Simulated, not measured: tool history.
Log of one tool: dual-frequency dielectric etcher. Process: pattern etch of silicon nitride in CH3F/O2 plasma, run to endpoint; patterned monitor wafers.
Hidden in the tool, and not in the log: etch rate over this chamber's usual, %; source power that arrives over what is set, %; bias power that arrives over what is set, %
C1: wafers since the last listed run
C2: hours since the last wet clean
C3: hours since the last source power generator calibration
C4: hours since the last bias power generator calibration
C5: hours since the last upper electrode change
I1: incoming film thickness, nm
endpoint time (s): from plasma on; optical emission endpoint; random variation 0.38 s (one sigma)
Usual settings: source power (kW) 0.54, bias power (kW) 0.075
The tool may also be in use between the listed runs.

{"run": 1, "day": 0.0, "source power (kW)": 0.54, "bias power (kW)": 0.075, "C1": 0, "C2": 166.2, "C3": 1950.7, "C4": 4010.3, "C5": 4873.3, "I1": 63.7, "endpoint time (s)": 56.4}
{"run": 2, "day": 2.017, "source power (kW)": 0.54, "bias power (kW)": 0.075, "C1": 263, "C2": 214.6, "C3": 1999.1, "C4": 4058.7, "C5": 4921.7, "I1": 62.9, "endpoint time (s)": 54.9}
{"run": 3, "day": 4.925, "source power (kW)": 0.54, "bias power (kW)": 0.075, "C1": 380, "C2": 284.4, "C3": 2068.9, "C4": 4128.5, "C5": 4991.5, "I1": 65.3, "endpoint time (s)": 56.7}
{"run": 4, "day": 7.279, "source power (kW)": 0.58, "bias power (kW)": 0.075, "C1": 308, "C2": 340.9, "C3": 2125.4, "C4": 4185, "C5": 5048, "I1": 63.6, "endpoint time (s)": 53.6}
{"day": 9.779, "done": "wet clean of the chamber"}
{"run": 5, "day": 9.8, "source power (kW)": 0.54, "bias power (kW)": 0.075, "C1": 199, "C2": 0.5, "C3": 2185.9, "C4": 4245.5, "C5": 5108.5, "I1": 63.6, "endpoint time (s)": 57.5}
{"run": 6, "day": 11.054, "source power (kW)": 0.54, "bias power (kW)": 0.075, "C1": 164, "C2": 30.6, "C3": 2216, "C4": 4275.6, "C5": 5138.6, "I1": 64.9, "endpoint time (s)": 58.3}
{"run": 7, "day": 14.788, "source power (kW)": 0.54, "bias power (kW)": 0.075, "C1": 488, "C2": 120.2, "C3": 2305.6, "C4": 4365.2, "C5": 5228.2, "I1": 64.3, "endpoint time (s)": 57.6}
{"run": 8, "day": 16.862, "source power (kW)": 0.54, "bias power (kW)": 0.075, "C1": 271, "C2": 170, "C3": 2355.4, "C4": 4415, "C5": 5278, "I1": 64.1, "endpoint time (s)": 56.5}
{"run": 9, "day": 19.217, "source power (kW)": 0.49, "bias power (kW)": 0.089, "C1": 308, "C2": 226.5, "C3": 2411.9, "C4": 4471.5, "C5": 5334.5, "I1": 64.3, "endpoint time (s)": 54.8}
{"run": 10, "day": 20.646, "source power (kW)": 0.49, "bias power (kW)": 0.089, "C1": 187, "C2": 260.8, "C3": 2446.2, "C4": 4505.8, "C5": 5368.8, "I1": 63.8, "endpoint time (s)": 53.4}
{"run": 11, "day": 21.846, "source power (kW)": 0.63, "bias power (kW)": 0.075, "C1": 157, "C2": 289.6, "C3": 2475, "C4": 4534.6, "C5": 5397.6, "I1": 63.2, "endpoint time (s)": 51.7}
{"run": 12, "day": 23.621, "source power (kW)": 0.51, "bias power (kW)": 0.075, "C1": 232, "C2": 332.2, "C3": 2517.6, "C4": 4577.2, "C5": 5440.2, "I1": 63.8, "endpoint time (s)": 55.7}
{"run": 13, "day": 25.325, "source power (kW)": 0.51, "bias power (kW)": 0.075, "C1": 222, "C2": 373.1, "C3": 2558.5, "C4": 4618.1, "C5": 5481.1, "I1": 63.9, "endpoint time (s)": 56.3}
{"day": 25.829, "done": "bias power generator calibrated"}
{"day": 26.988, "done": "wet clean of the chamber"}
{"run": 14, "day": 27.008, "source power (kW)": 0.54, "bias power (kW)": 0.075, "C1": 67, "C2": 0.5, "C3": 2598.9, "C4": 28.3, "C5": 5521.5, "I1": 63.6, "endpoint time (s)": 56.9}
{"run": 15, "day": 28.6, "source power (kW)": 0.54, "bias power (kW)": 0.075, "C1": 208, "C2": 38.7, "C3": 2637.1, "C4": 66.5, "C5": 5559.7, "I1": 64, "endpoint time (s)": 56.5}
{"run": 16, "day": 31.204, "source power (kW)": 0.65, "bias power (kW)": 0.075, "C1": 340, "C2": 101.2, "C3": 2699.6, "C4": 129, "C5": 5622.2, "I1": 64, "endpoint time (s)": 52.2}
{"run": 17, "day": 32.404, "source power (kW)": 0.54, "bias power (kW)": 0.075, "C1": 157, "C2": 130, "C3": 2728.4, "C4": 157.8, "C5": 5651, "I1": 63.3, "endpoint time (s)": 55.8}
{"run": 18, "day": 35.067, "source power (kW)": 0.54, "bias power (kW)": 0.068, "C1": 348, "C2": 193.9, "C3": 2792.3, "C4": 221.7, "C5": 5714.9, "I1": 63.9, "endpoint time (s)": 58.1}
{"run": 19, "day": 37.096, "source power (kW)": 0.65, "bias power (kW)": 0.089, "C1": 265, "C2": 242.6, "C3": 2841, "C4": 270.4, "C5": 5763.6, "I1": 64.5, "endpoint time (s)": 48.3}
{"run": 20, "day": 39.221, "source power (kW)": 0.59, "bias power (kW)": 0.062, "C1": 278, "C2": 293.6, "C3": 2892, "C4": 321.4, "C5": 5814.6, "I1": 64.2, "endpoint time (s)": 57.2}
{"run": 21, "day": 40.338, "source power (kW)": 0.45, "bias power (kW)": 0.069, "C1": 146, "C2": 320.4, "C3": 2918.8, "C4": 348.2, "C5": 5841.4, "I1": 64.2, "endpoint time (s)": 61.2}
{"day": 42.038, "done": "source power generator calibrated"}
{"day": 42.129, "done": "upper electrode replaced, of another model than before"}
{"run": 22, "day": 43.125, "source power (kW)": 0.54, "bias power (kW)": 0.075, "C1": 330, "C2": 387.3, "C3": 26.1, "C4": 415.1, "C5": 23.9, "I1": 63.4, "endpoint time (s)": 54.1}
{"day": 45.954, "done": "wet clean of the chamber"}
{"run": 23, "day": 46.021, "source power (kW)": 0.54, "bias power (kW)": 0.075, "C1": 248, "C2": 1.6, "C3": 95.6, "C4": 484.6, "C5": 93.4, "I1": 64.4, "endpoint time (s)": 57.3}
{"run": 24, "day": 47.225, "source power (kW)": 0.41, "bias power (kW)": 0.063, "C1": 157, "C2": 30.5, "C3": 124.5, "C4": 513.5, "C5": 122.3, "I1": 63.7, "endpoint time (s)": 74.3}
{"run": 25, "day": 49.558, "source power (kW)": 0.54, "bias power (kW)": 0.082, "C1": 305, "C2": 86.5, "C3": 180.5, "C4": 569.5, "C5": 178.3, "I1": 64, "endpoint time (s)": 54.2}
{"run": 26, "day": 52.258, "source power (kW)": 0.54, "bias power (kW)": 0.075, "C1": 353, "C2": 151.3, "C3": 245.3, "C4": 634.3, "C5": 243.1, "I1": 63.7, "endpoint time (s)": 55.8}
{"run": 27, "day": 53.321, "source power (kW)": 0.44, "bias power (kW)": 0.088, "C1": 139, "C2": 176.8, "C3": 270.8, "C4": 659.8, "C5": 268.6, "I1": 63.6, "endpoint time (s)": 57.6}
{"run": 28, "day": 55.017, "source power (kW)": 0.5, "bias power (kW)": 0.065, "C1": 221, "C2": 217.5, "C3": 311.5, "C4": 700.5, "C5": 309.3, "I1": 64.1, "endpoint time (s)": 63}
{"run": 29, "day": 56.842, "source power (kW)": 0.41, "bias power (kW)": 0.067, "C1": 238, "C2": 261.3, "C3": 355.3, "C4": 744.3, "C5": 353.1, "I1": 63.8, "endpoint time (s)": 70.3}

The same runs without the tool's hidden state, with the same run-to-run variation:
run=1 endpoint_time_(s)=57.4
run=2 endpoint_time_(s)=56.2
run=3 endpoint_time_(s)=58.6
run=4 endpoint_time_(s)=55.8
run=5 endpoint_time_(s)=57.5
run=6 endpoint_time_(s)=58.6
run=7 endpoint_time_(s)=58.5
run=8 endpoint_time_(s)=57.7
run=9 endpoint_time_(s)=56.4
run=10 endpoint_time_(s)=55.2
run=11 endpoint_time_(s)=53.6
run=12 endpoint_time_(s)=58
run=13 endpoint_time_(s)=59
run=14 endpoint_time_(s)=57.3
run=15 endpoint_time_(s)=57.2
run=16 endpoint_time_(s)=53.2
run=17 endpoint_time_(s)=57.1
run=18 endpoint_time_(s)=60
run=19 endpoint_time_(s)=50.1
run=20 endpoint_time_(s)=59.8
run=21 endpoint_time_(s)=64.1
run=22 endpoint_time_(s)=57.1
run=23 endpoint_time_(s)=57.7
run=24 endpoint_time_(s)=75.1
run=25 endpoint_time_(s)=55.2
run=26 endpoint_time_(s)=57.2
run=27 endpoint_time_(s)=59.3
run=28 endpoint_time_(s)=65.1
run=29 endpoint_time_(s)=73.1
